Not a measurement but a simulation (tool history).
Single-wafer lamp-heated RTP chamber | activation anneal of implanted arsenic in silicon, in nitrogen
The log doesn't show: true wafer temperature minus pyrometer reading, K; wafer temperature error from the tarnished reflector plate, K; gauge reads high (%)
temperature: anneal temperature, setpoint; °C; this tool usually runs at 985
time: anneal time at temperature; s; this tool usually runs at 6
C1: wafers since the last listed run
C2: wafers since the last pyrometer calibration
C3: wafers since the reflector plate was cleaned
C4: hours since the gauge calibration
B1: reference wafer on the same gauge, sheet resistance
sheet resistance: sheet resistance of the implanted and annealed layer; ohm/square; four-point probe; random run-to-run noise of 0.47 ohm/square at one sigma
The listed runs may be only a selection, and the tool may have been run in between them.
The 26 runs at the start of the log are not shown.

-- hour=733.1 reflector plate cleaned
run 27 hour=756.4 | temperature=985 time=3 | C1=2034 C2=3151 C3=561 C4=178.5 | B1=128.03 | sheet_resistance=137.35
run 28 hour=769.9 | temperature=967 time=3 | C1=325 C2=3477 C3=887 C4=192 | B1=128.14 | sheet_resistance=142.18
run 29 hour=809.9 | temperature=985 time=6 | C1=965 C2=4442 C3=1852 C4=232 | B1=128.07 | sheet_resistance=129.08
run 30 hour=879.1 | temperature=1011 time=6 | C1=1670 C2=6112 C3=3523 C4=301.2 | B1=127.99 | sheet_resistance=118.11
-- hour=891.7 pyrometer window cleaned and pyrometer calibrated
run 31 hour=902.9 | temperature=985 time=6 | C1=381 C2=270 C3=3904 C4=325 | B1=128.04 | sheet_resistance=132.55
run 32 hour=928.9 | temperature=994 time=3 | C1=627 C2=898 C3=4532 C4=351 | B1=127.96 | sheet_resistance=136.13
run 33 hour=945.1 | temperature=985 time=9 | C1=391 C2=1289 C3=4923 C4=367.2 | B1=128.01 | sheet_resistance=127.57
run 34 hour=966 | temperature=985 time=6 | C1=504 C2=1793 C3=5427 C4=388.1 | B1=127.94 | sheet_resistance=132.02
run 35 hour=988.5 | temperature=965 time=7 | C1=543 C2=2337 C3=5970 C4=410.6 | B1=128.05 | sheet_resistance=137.9
run 36 hour=1005.7 | temperature=985 time=6 | C1=415 C2=2752 C3=6385 C4=427.8 | B1=127.86 | sheet_resistance=131.49
run 37 hour=1020.3 | temperature=962 time=5 | C1=352 C2=3104 C3=6738 C4=442.4 | B1=128.09 | sheet_resistance=141.17

Predict each of these 4 candidate next runs independently; none follows another, all start after run 37:
run A hour=1020.7 | temperature=968 time=6 | C1=9 C2=3114 C3=6747 C4=442.8 | B1=? | sheet_resistance=?
run B hour=1020.7 | temperature=1002 time=9 | C1=9 C2=3114 C3=6747 C4=442.8 | B1=? | sheet_resistance=?
run C hour=1020.7 | temperature=1009 time=7 | C1=9 C2=3114 C3=6747 C4=442.8 | B1=? | sheet_resistance=?
run D hour=1020.7 | temperature=1003 time=6 | C1=9 C2=3114 C3=6747 C4=442.8 | B1=? | sheet_resistance=?

run=A B1=127.99 sheet_resistance=138.07
run=B B1=127.99 sheet_resistance=117.87
run=C B1=127.99 sheet_resistance=118.36
run=D B1=127.99 sheet_resistance=123.29
Had the tool no hidden state, the same runs would have come out as:
run=A sheet_resistance=141.09
run=B sheet_resistance=121.73
run=C sheet_resistance=122.05
run=D sheet_resistance=126.84
